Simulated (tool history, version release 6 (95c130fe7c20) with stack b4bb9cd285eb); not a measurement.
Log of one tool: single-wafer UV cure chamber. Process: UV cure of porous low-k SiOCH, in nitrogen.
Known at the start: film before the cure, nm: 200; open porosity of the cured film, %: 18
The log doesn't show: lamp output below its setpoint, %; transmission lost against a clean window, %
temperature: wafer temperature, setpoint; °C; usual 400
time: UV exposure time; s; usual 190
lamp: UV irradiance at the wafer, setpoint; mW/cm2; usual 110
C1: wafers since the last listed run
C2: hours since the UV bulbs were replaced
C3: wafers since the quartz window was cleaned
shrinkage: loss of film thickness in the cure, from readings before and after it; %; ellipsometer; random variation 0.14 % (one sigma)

{"run": 1, "hour": 0.0, "temperature": 400, "time": 190, "lamp": 110, "C1": 0, "C2": 1092.9, "C3": 412, "shrinkage": 11.935}
{"run": 2, "hour": 25.8, "temperature": 400, "time": 190, "lamp": 110, "C1": 264, "C2": 1118.7, "C3": 676, "shrinkage": 11.865}
{"run": 3, "hour": 59.0, "temperature": 400, "time": 190, "lamp": 110, "C1": 340, "C2": 1151.9, "C3": 1017, "shrinkage": 11.662}
{"run": 4, "hour": 76.8, "temperature": 400, "time": 190, "lamp": 110, "C1": 182, "C2": 1169.7, "C3": 1199, "shrinkage": 11.57}
{"run": 5, "hour": 96.6, "temperature": 400, "time": 270, "lamp": 110, "C1": 203, "C2": 1189.5, "C3": 1403, "shrinkage": 13.565}
{"hour": 110.1, "done": "quartz window cleaned"}
{"run": 6, "hour": 123.6, "temperature": 400, "time": 190, "lamp": 92, "C1": 194, "C2": 1216.5, "C3": 138, "shrinkage": 11.244}
{"run": 7, "hour": 143.1, "temperature": 400, "time": 190, "lamp": 92, "C1": 200, "C2": 1236.0, "C3": 338, "shrinkage": 10.989}
{"run": 8, "hour": 173.4, "temperature": 400, "time": 190, "lamp": 92, "C1": 310, "C2": 1266.3, "C3": 649, "shrinkage": 10.808}
{"run": 9, "hour": 200.0, "temperature": 413, "time": 190, "lamp": 110, "C1": 272, "C2": 1292.9, "C3": 922, "shrinkage": 12.034}
{"run": 10, "hour": 235.5, "temperature": 413, "time": 190, "lamp": 110, "C1": 364, "C2": 1328.4, "C3": 1286, "shrinkage": 12.02}
{"hour": 256.3, "done": "quartz window cleaned"}
{"run": 11, "hour": 256.7, "temperature": 413, "time": 190, "lamp": 110, "C1": 135, "C2": 1349.6, "C3": 3, "shrinkage": 11.281}
{"run": 12, "hour": 286.8, "temperature": 384, "time": 190, "lamp": 110, "C1": 308, "C2": 1379.7, "C3": 312, "shrinkage": 10.733}
{"run": 13, "hour": 302.6, "temperature": 384, "time": 190, "lamp": 110, "C1": 162, "C2": 1395.5, "C3": 474, "shrinkage": 10.703}
{"run": 14, "hour": 320.4, "temperature": 384, "time": 190, "lamp": 110, "C1": 182, "C2": 1413.3, "C3": 657, "shrinkage": 10.753}
{"run": 15, "hour": 337.6, "temperature": 415, "time": 280, "lamp": 110, "C1": 176, "C2": 1430.5, "C3": 833, "shrinkage": 12.9}
{"hour": 359.7, "done": "quartz window cleaned, repeated, since the last time left the tool worse"}
{"run": 16, "hour": 371.9, "temperature": 380, "time": 145, "lamp": 110, "C1": 269, "C2": 1464.8, "C3": 124, "shrinkage": 10.232}
{"run": 17, "hour": 401.4, "temperature": 389, "time": 275, "lamp": 98, "C1": 302, "C2": 1494.3, "C3": 427, "shrinkage": 12.903}
{"run": 18, "hour": 436.1, "temperature": 400, "time": 135, "lamp": 110, "C1": 355, "C2": 1529.0, "C3": 783, "shrinkage": 10.453}
{"run": 19, "hour": 462.0, "temperature": 415, "time": 190, "lamp": 110, "C1": 265, "C2": 1554.9, "C3": 1048, "shrinkage": 12.015}
{"hour": 498.7, "done": "quartz window cleaned"}
{"hour": 508.4, "done": "UV bulbs replaced"}
{"run": 20, "hour": 559.7, "temperature": 412, "time": 300, "lamp": 147, "C1": 838, "C2": 51.3, "C3": 544, "shrinkage": 15.838}
{"run": 21, "hour": 584.2, "temperature": 412, "time": 190, "lamp": 77, "C1": 251, "C2": 75.8, "C3": 795, "shrinkage": 10.134}
{"run": 22, "hour": 601.9, "temperature": 410, "time": 190, "lamp": 131, "C1": 181, "C2": 93.5, "C3": 976, "shrinkage": 12.551}
{"run": 23, "hour": 629.1, "temperature": 400, "time": 190, "lamp": 110, "C1": 279, "C2": 120.7, "C3": 1255, "shrinkage": 11.618}
{"run": 24, "hour": 643.1, "temperature": 400, "time": 190, "lamp": 110, "C1": 143, "C2": 134.7, "C3": 1399, "shrinkage": 11.336}
{"run": 25, "hour": 659.7, "temperature": 381, "time": 190, "lamp": 147, "C1": 170, "C2": 151.3, "C3": 1569, "shrinkage": 12.156}
{"hour": 676.2, "done": "quartz window cleaned"}
{"run": 26, "hour": 690.8, "temperature": 400, "time": 190, "lamp": 89, "C1": 236, "C2": 182.4, "C3": 149, "shrinkage": 11.082}
{"run": 27, "hour": 704.4, "temperature": 400, "time": 190, "lamp": 92, "C1": 139, "C2": 196.0, "C3": 289, "shrinkage": 11.258}
{"run": 28, "hour": 729.4, "temperature": 412, "time": 230, "lamp": 110, "C1": 256, "C2": 221.0, "C3": 545, "shrinkage": 12.973}
{"run": 29, "hour": 758.3, "temperature": 400, "time": 245, "lamp": 76, "C1": 296, "C2": 249.9, "C3": 842, "shrinkage": 11.169}
{"run": 30, "hour": 777.3, "temperature": 400, "time": 290, "lamp": 110, "C1": 194, "C2": 268.9, "C3": 1037, "shrinkage": 13.854}

Hidden state at the last listed run before each entry between runs and at the first one after, where it differs:
Between runs 5 and 6: quartz window cleaned (hour 110.1)
  transmission lost against a clean window, %: 10.5 -> 1.89
  measured less the result without the state, shrinkage: -0.558 -> -0.089 %
Between runs 10 and 11: quartz window cleaned (hour 256.3)
  transmission lost against a clean window, %: 9.91 -> 20.8
  measured less the result without the state, shrinkage: -0.503 -> -1.103 %
Between runs 15 and 16: quartz window cleaned, repeated, since the last time left the tool worse (hour 359.7)
  transmission lost against a clean window, %: 24.2 -> 0.313
  measured less the result without the state, shrinkage: -1.358 -> -0.014 %
Between runs 19 and 20: quartz window cleaned (hour 498.7); UV bulbs replaced (hour 508.4)
  transmission lost against a clean window, %: 5.63 -> 4.81
  measured less the result without the state, shrinkage: -0.274 -> -0.249 %
Between runs 25 and 26: quartz window cleaned (hour 676.2)
  transmission lost against a clean window, %: 16.3 -> 1.41
  measured less the result without the state, shrinkage: -0.846 -> -0.065 %
